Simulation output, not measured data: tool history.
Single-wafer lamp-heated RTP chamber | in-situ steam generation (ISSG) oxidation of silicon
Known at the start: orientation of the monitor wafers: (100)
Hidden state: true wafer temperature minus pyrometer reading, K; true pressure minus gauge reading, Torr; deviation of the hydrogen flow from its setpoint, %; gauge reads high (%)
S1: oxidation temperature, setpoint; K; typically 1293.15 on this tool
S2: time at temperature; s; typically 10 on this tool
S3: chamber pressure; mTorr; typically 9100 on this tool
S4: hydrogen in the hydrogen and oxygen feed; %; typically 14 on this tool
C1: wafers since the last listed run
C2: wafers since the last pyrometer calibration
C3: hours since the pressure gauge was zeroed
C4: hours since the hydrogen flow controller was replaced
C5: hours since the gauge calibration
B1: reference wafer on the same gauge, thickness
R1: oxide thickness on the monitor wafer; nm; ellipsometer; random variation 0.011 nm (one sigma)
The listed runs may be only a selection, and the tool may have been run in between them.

run	hour	S1	S2	S3	S4	C1	C2	C3	C4	C5	B1	R1
1	0.0	1293.15	10	9100	22	0	3788	3869.7	2189.7	584.8	4.534	4.518
2	30.0	1293.15	10	9100	22	405	4193	3899.7	2219.7	614.8	4.530	4.488
3	42.2	1293.15	10	9100	14	164	4357	3911.9	2231.9	627.0	4.536	4.069
# hour 53.4: pressure gauge zeroed
# hour 57.3: gauge calibrated
4	67.3	1293.15	10	9100	14	230	4588	13.9	2257.0	10.0	4.530	4.070
5	81.5	1293.15	10	9100	14	191	4780	28.1	2271.2	24.2	4.532	4.054
# hour 123.6: pyrometer window cleaned and pyrometer calibrated
6	130.4	1293.15	10	9100	14	552	91	77.0	2320.1	73.1	4.529	3.915
7	151.3	1293.15	10	9100	14	282	373	97.9	2341.0	94.0	4.531	3.927
8	166.5	1293.15	10	9100	11	205	578	113.1	2356.2	109.2	4.524	3.713
9	178.7	1293.15	10	9100	11	164	743	125.3	2368.4	121.4	4.531	3.738
10	209.5	1293.15	10	9100	11	415	1159	156.1	2399.2	152.2	4.531	3.731
11	221.7	1293.15	10	9100	14	164	1324	168.3	2411.4	164.4	4.530	3.954
12	253.8	1287.15	10	10200	11	433	1757	200.4	2443.5	196.5	4.534	3.625
# hour 306.4: hydrogen flow controller replaced
13	315.2	1293.15	10	9100	14	721	2478	261.8	8.8	257.9	4.528	3.977
14	334.9	1285.15	7	9100	14	266	2744	281.5	28.5	277.6	4.531	3.326
15	361.8	1293.15	10	9100	14	363	3108	308.4	55.4	304.5	4.530	4.018
16	392.0	1293.15	11	9500	21	407	3515	338.6	85.6	334.7	4.532	4.627
17	411.1	1293.15	7	9100	11	257	3773	357.7	104.7	353.8	4.528	3.242
18	442.1	1293.15	10	8600	14	418	4192	388.7	135.7	384.8	4.531	4.056
# hour 474.8: pyrometer window cleaned and pyrometer calibrated
19	475.3	1293.15	10	9100	14	340	6	421.9	168.9	418.0	4.533	3.916
20	497.9	1293.15	13	9100	14	305	311	444.5	191.5	440.6	4.526	4.450
21	516.5	1293.15	10	8200	14	251	562	463.1	210.1	459.2	4.531	3.960
22	544.8	1293.15	7	9800	14	382	945	491.4	238.4	487.5	4.529	3.314
23	561.2	1311.15	7	8700	17	221	1166	507.8	254.8	503.9	4.529	3.771
24	588.4	1293.15	10	9100	14	367	1533	535.0	282.0	531.1	4.531	3.977
25	624.0	1311.15	7	8700	17	480	2014	570.6	317.6	566.7	4.528	3.793
# hour 640.8: gauge calibrated
26	658.5	1293.15	10	9900	14	465	2480	605.1	352.1	17.7	4.530	3.940
27	671.0	1293.15	8	9100	11	168	2649	617.6	364.6	30.2	4.528	3.384
28	688.7	1293.15	10	9100	14	239	2888	635.3	382.3	47.9	4.529	3.984
29	709.1	1293.15	10	10200	23	275	3163	655.7	402.7	68.3	4.530	4.410
30	797.0	1293.15	10	9100	14	1187	4350	743.6	490.6	156.2	4.527	4.035
31	815.3	1303.15	10	8000	18	247	4597	761.9	508.9	174.5	4.530	4.519
32	833.7	1277.15	9	8300	14	248	4846	780.3	527.3	192.9	4.529	3.658

Describe how what the log doesn't record of the tool's condition differs between the last listed run preceding each entry between runs and the first listed run following it.
Run 3 -> run 4: pressure gauge zeroed (hour 53.4); gauge calibrated (hour 57.3)
  true wafer temperature minus pyrometer reading, K: 8.81 -> 9.41
  measured less the result without the state, R1: +0.135 -> +0.145 nm
Run 5 -> run 6: pyrometer window cleaned and pyrometer calibrated (hour 123.6)
  true wafer temperature minus pyrometer reading, K: 9.74 -> 0.232
  measured less the result without the state, R1: +0.150 -> +0.003 nm
Run 12 -> run 13: hydrogen flow controller replaced (hour 306.4)
  true wafer temperature minus pyrometer reading, K: 3.16 -> 4.61
  measured less the result without the state, R1: +0.041 -> +0.069 nm
Run 18 -> run 19: pyrometer window cleaned and pyrometer calibrated (hour 474.8)
  true wafer temperature minus pyrometer reading, K: 7.62 -> 0.0546
  measured less the result without the state, R1: +0.117 -> +0.001 nm
Run 25 -> run 26: gauge calibrated (hour 640.8)
  true wafer temperature minus pyrometer reading, K: 3.58 -> 4.4
  measured less the result without the state, R1: +0.051 -> +0.065 nm

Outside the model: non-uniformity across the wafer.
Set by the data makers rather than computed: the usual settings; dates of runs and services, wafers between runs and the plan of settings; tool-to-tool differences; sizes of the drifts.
